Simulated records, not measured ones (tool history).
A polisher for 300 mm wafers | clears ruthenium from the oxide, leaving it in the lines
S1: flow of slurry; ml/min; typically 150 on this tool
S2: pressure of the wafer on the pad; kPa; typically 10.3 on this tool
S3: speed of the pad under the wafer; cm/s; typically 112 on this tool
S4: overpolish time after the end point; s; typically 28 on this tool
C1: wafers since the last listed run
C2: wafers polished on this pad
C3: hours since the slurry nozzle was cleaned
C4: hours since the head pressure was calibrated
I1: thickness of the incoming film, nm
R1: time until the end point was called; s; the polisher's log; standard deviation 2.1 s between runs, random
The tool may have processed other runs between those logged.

| run | hour | S1 | S2 | S3 | S4 | C1 | C2 | C3 | C4 | I1 | R1 |
|---|---|---|---|---|---|---|---|---|---|---|---|
| 1 | 0 | 150 | 10.3 | 112 | 22 | 0 | 213 | 430.9 | 1275.4 | 121.1 | 124.9 |
| 2 | 10.7 | 150 | 10.3 | 112 | 22 | 48 | 262 | 441.6 | 1286.1 | 119.4 | 127.6 |
| 3 | 17.6 | 150 | 10.3 | 122 | 39 | 31 | 293 | 448.5 | 1293 | 121.5 | 118.4 |
| 4 | 26.7 | 150 | 10.3 | 122 | 39 | 41 | 335 | 457.6 | 1302.1 | 120.8 | 117.4 |
| 5 | 42.7 | 150 | 10.3 | 122 | 39 | 72 | 407 | 473.6 | 1318.1 | 119.9 | 119.8 |
| 6 | 56.3 | 150 | 10.3 | 112 | 28 | 61 | 469 | 487.2 | 1331.7 | 120.1 | 130.7 |
| 7 | 70.7 | 150 | 10.3 | 112 | 36 | 65 | 535 | 501.6 | 1346.1 | 120.5 | 136.3 |
| 8 | 80.2 | 150 | 10.3 | 112 | 28 | 43 | 578 | 511.1 | 1355.6 | 121 | 136.8 |
| 9 | 87.6 | 150 | 10.3 | 112 | 28 | 33 | 612 | 518.5 | 1363 | 121.3 | 137.7 |
| 10 | 101.8 | 130 | 10.3 | 112 | 28 | 64 | 676 | 532.7 | 1377.2 | 118.6 | 141.4 |
|  | 115.7 | head pressure recalibrated |
| 11 | 117.7 | 175 | 7.6 | 112 | 28 | 63 | 740 | 548.6 | 2 | 120.6 | 175.4 |
|  | 125.1 | worn pad replaced by a new one, of another model than before |
| 12 | 130.3 | 175 | 7.6 | 112 | 28 | 39 | 23 | 561.2 | 14.6 | 121.2 | 147 |
| 13 | 140.8 | 175 | 7.6 | 112 | 28 | 47 | 71 | 571.7 | 25.1 | 120.1 | 145.9 |
|  | 143.6 | slurry nozzle cleaned |
| 14 | 154.1 | 150 | 10.3 | 112 | 28 | 55 | 127 | 10.5 | 38.4 | 120 | 125.3 |
| 15 | 171.5 | 150 | 10.3 | 112 | 28 | 79 | 206 | 27.9 | 55.8 | 120.7 | 127 |
| 16 | 185.6 | 150 | 10.3 | 112 | 28 | 64 | 270 | 42 | 69.9 | 119.1 | 127.5 |
| 17 | 192.6 | 115 | 10.3 | 112 | 44 | 31 | 302 | 49 | 76.9 | 121.1 | 137.4 |
| 18 | 209.1 | 150 | 10.3 | 112 | 28 | 75 | 377 | 65.5 | 93.4 | 120.6 | 134.5 |
| 19 | 215.2 | 150 | 11.7 | 112 | 28 | 27 | 405 | 71.6 | 99.5 | 122.1 | 123.1 |
| 20 | 232.1 | 150 | 10.3 | 112 | 28 | 76 | 482 | 88.5 | 116.4 | 118.3 | 130.9 |
| 21 | 238.8 | 150 | 10.3 | 88 | 28 | 30 | 512 | 95.2 | 123.1 | 119.4 | 160.3 |
|  | 274.6 | worn pad replaced by a new one |
| 22 | 275.1 | 150 | 10.3 | 100 | 15 | 146 | 2 | 131.5 | 159.4 | 117.5 | 132 |
| 23 | 278.3 | 150 | 13.1 | 74 | 28 | 14 | 16 | 134.7 | 162.6 | 120.8 | 151.7 |
| 24 | 289.7 | 150 | 11.7 | 112 | 20 | 51 | 68 | 146.1 | 174 | 118.5 | 117.5 |
| 25 | 305.9 | 150 | 10.3 | 112 | 22 | 73 | 142 | 162.3 | 190.2 | 118.9 | 125.7 |
| 26 | 314.4 | 150 | 8.3 | 142 | 35 | 38 | 180 | 170.8 | 198.7 | 119.2 | 116 |
| 27 | 321.3 | 150 | 7.6 | 84 | 28 | 31 | 212 | 177.7 | 205.6 | 119.2 | 177.2 |
| 28 | 332.4 | 150 | 10.3 | 112 | 28 | 50 | 262 | 188.8 | 216.7 | 119.7 | 128 |
| 29 | 341.7 | 150 | 10.3 | 112 | 28 | 42 | 305 | 198.1 | 226 | 120.2 | 124.5 |
| 30 | 354 | 125 | 7.6 | 150 | 24 | 55 | 361 | 210.4 | 238.3 | 118.9 | 119.2 |
| 31 | 366.9 | 150 | 10.3 | 112 | 28 | 58 | 419 | 223.3 | 251.2 | 119.2 | 127.7 |
| 32 | 378.3 | 115 | 9.7 | 136 | 19 | 51 | 471 | 234.7 | 262.6 | 119.9 | 121.8 |
| 33 | 389.7 | 200 | 12.4 | 142 | 35 | 51 | 523 | 246.1 | 274 | 119.4 | 96.1 |
| 34 | 398.7 | 150 | 8.3 | 84 | 28 | 40 | 564 | 255.1 | 283 | 121.4 | 192.2 |
| 35 | 415.2 | 150 | 10.3 | 112 | 28 | 75 | 639 | 271.6 | 299.5 | 120.5 | 136.1 |
|  | 420.4 | worn pad replaced by a new one |
| 36 | 422.4 | 185 | 10.3 | 112 | 28 | 14 | 9 | 278.8 | 306.7 | 121.8 | 125.8 |

Each row is a separate what-if for the run after 36, all from the same tool condition, not one after another. Results?
| A | 422.9 | 150 | 10.3 | 112 | 28 | 2 | 11 | 279.3 | 307.2 | 119 | ? |
| B | 422.9 | 135 | 10.3 | 112 | 28 | 2 | 11 | 279.3 | 307.2 | 119 | ? |
| C | 422.9 | 150 | 10.3 | 132 | 28 | 2 | 11 | 279.3 | 307.2 | 119 | ? |
| D | 422.9 | 150 | 9 | 112 | 37 | 2 | 11 | 279.3 | 307.2 | 119 | ? |
| E | 422.9 | 175 | 10.3 | 112 | 28 | 2 | 11 | 279.3 | 307.2 | 119 | ? |

| run | R1 |
|---|---|
| A | 125.1 |
| B | 126.8 |
| C | 109.5 |
| D | 134 |
| E | 122.7 |
What these runs would have given with no unlogged condition in the tool:
| run | R1 |
|---|---|
| A | 123.1 |
| B | 124.8 |
| C | 107.8 |
| D | 131.9 |
| E | 120.8 |

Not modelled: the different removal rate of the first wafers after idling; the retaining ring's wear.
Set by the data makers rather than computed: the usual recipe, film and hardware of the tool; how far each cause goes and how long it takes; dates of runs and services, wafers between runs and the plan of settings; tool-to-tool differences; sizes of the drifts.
